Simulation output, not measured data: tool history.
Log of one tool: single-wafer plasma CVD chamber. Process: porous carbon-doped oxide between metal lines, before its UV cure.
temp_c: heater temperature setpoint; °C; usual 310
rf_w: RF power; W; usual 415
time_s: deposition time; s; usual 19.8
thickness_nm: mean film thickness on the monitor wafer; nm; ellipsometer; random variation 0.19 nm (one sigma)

| run | day | temp_c | rf_w | time_s | read-back reference wafer on the same gauge, thickness_nm | thickness_nm |
|---|---|---|---|---|---|---|
| 1 | 0 | 310 | 415 | 19.8 | 84.248 | 89.644 |
| 2 | 3.421 | 310 | 415 | 19.8 | 84.281 | 89.575 |
| 3 | 5.254 | 310 | 415 | 19.8 | 84.432 | 89.526 |
| 4 | 7.496 | 310 | 415 | 19.8 | 84.388 | 89.732 |
| 5 | 11.35 | 310 | 415 | 19.8 | 84.384 | 89.805 |
| 6 | 14.583 | 310 | 415 | 19.8 | 84.46 | 89.773 |
| 7 | 16.246 | 310 | 415 | 19.8 | 84.417 | 89.311 |
|  | 17.946 | thermocouple changed; heater temperature recalibrated |
| 8 | 20.175 | 310 | 415 | 19.8 | 84.442 | 89.845 |
|  | 22.258 | gauge calibrated |
| 9 | 22.462 | 310 | 415 | 19.8 | 83.542 | 88.683 |
| 10 | 25.525 | 310 | 415 | 22.6 | 83.745 | 101.167 |
| 11 | 30.012 | 310 | 335 | 19.8 | 84.057 | 74.343 |
| 12 | 32.954 | 310 | 415 | 19.8 | 84.258 | 89.616 |
|  | 36.454 | showerhead replaced |
|  | 37.388 | RF generator calibrated |
| 13 | 37.408 | 310 | 415 | 19.8 | 84.336 | 89.769 |
| 14 | 39.546 | 305 | 365 | 19.8 | 84.449 | 82.555 |
| 15 | 42.358 | 301 | 415 | 19.8 | 84.521 | 94.585 |
| 16 | 44.992 | 303 | 415 | 19.8 | 84.581 | 93.715 |
| 17 | 48.225 | 324 | 415 | 19.8 | 84.658 | 83.591 |
| 18 | 50.008 | 310 | 365 | 22.2 | 84.689 | 90.054 |

Forecast each of these 4 alternatives for the next run:
| A | 50.025 | 310 | 415 | 19.8 | ? | ? |
| B | 50.025 | 310 | 345 | 19.8 | ? | ? |
| C | 50.025 | 310 | 350 | 16.9 | ? | ? |
| D | 50.025 | 310 | 345 | 16.2 | ? | ? |

| run | read-back reference wafer on the same gauge, thickness_nm | thickness_nm |
|---|---|---|
| A | 84.618 | 90.106 |
| B | 84.618 | 76.935 |
| C | 84.618 | 66.87 |
| D | 84.618 | 63.396 |
Without the tool's hidden state the same runs would have given:
| run | thickness_nm |
|---|---|
| A | 88.652 |
| B | 75.693 |
| C | 65.791 |
| D | 62.373 |
